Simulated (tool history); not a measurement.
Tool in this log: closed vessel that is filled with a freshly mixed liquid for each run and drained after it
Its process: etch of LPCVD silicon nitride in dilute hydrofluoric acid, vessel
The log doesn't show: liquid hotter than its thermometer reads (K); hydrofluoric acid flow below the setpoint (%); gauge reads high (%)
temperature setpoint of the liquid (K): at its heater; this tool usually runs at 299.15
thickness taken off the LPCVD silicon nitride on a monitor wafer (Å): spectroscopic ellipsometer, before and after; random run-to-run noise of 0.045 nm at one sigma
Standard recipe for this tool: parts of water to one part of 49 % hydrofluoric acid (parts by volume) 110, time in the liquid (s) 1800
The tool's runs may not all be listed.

run,hour,temperature setpoint of the liquid (K),parts of water to one part of 49 % hydrofluoric acid (parts by volume),time in the liquid (s),wafers since the last listed run,hours since the thermometer was replaced,hours since the hydrofluoric acid flow meter was replaced,hours since the gauge calibration,"read-back film thickness of the LPCVD silicon nitride reference wafer, read on the same gauge (nm)",thickness taken off the LPCVD silicon nitride on a monitor wafer (Å)
1,0.0,299.15,145,1800,0,987.4,1130.4,210.5,130.05,48.7
# hour 30.3: hydrofluoric acid flow meter replaced
2,96.1,299.15,110,1800,4598,1083.5,65.8,306.6,130.03,69.5
3,300.4,299.15,110,1800,9879,1287.8,270.1,510.9,129.99,70.7
4,344.7,299.15,110,1800,2142,1332.1,314.4,555.2,130.01,69.5
5,447.5,299.15,110,1800,4971,1434.9,417.2,658.0,129.99,69.5
6,636.1,299.15,110,1800,9120,1623.5,605.8,846.6,129.96,68.5
7,717.8,299.15,110,1800,3950,1705.2,687.5,928.3,130.02,68.6
8,812.3,299.15,110,1800,4569,1799.7,782.0,1022.8,129.96,68.0
9,914.2,299.15,155,1800,4927,1901.6,883.9,1124.7,130.01,48.5
10,987.2,299.15,155,1800,3530,1974.6,956.9,1197.7,129.98,48.0
# hour 1034.2: hydrofluoric acid flow meter replaced
11,1067.3,303.65,160,1470,3825,2054.7,33.1,1277.8,129.99,52.8
12,1138.2,299.15,110,1800,3428,2125.6,104.0,1348.7,130.02,72.1
13,1201.8,299.15,160,1095,3075,2189.2,167.6,1412.3,129.98,29.9
# hour 1271.7: thermometer replaced
14,1302.2,299.15,110,1800,4806,30.5,268.0,1512.7,130.04,67.5
15,1396.7,299.15,70,2285,4569,125.0,362.5,1607.2,129.99,132.2
# hour 1411.2: gauge calibrated
16,1482.9,299.15,110,1800,4168,211.2,448.7,71.7,129.99,67.5
17,1565.5,299.15,110,745,3994,293.8,531.3,154.3,129.99,27.6
18,1634.4,299.15,110,1800,3331,362.7,600.2,223.2,129.96,66.3
19,1714.0,294.65,90,1800,3849,442.3,679.8,302.8,130.01,59.1
20,1788.6,299.15,70,2445,3607,516.9,754.4,377.4,129.99,140.6

Below, each run's measurement less what the same run would have read without the hidden state. Both values contain the same run-to-run variation, but the gauge's scatter may not be the same in both:
run,thickness taken off the LPCVD silicon nitride on a monitor wafer (Å)
1,-3.0
2,+2.4
3,+1.8
4,+1.7
5,+1.3
6,+0.7
7,+0.5
8,+0.2
9,-0.2
10,-0.4
11,+3.0
12,+4.3
13,+1.6
14,-0.4
15,-1.3
16,-1.0
17,-0.5
18,-1.4
19,-1.4
20,-3.9
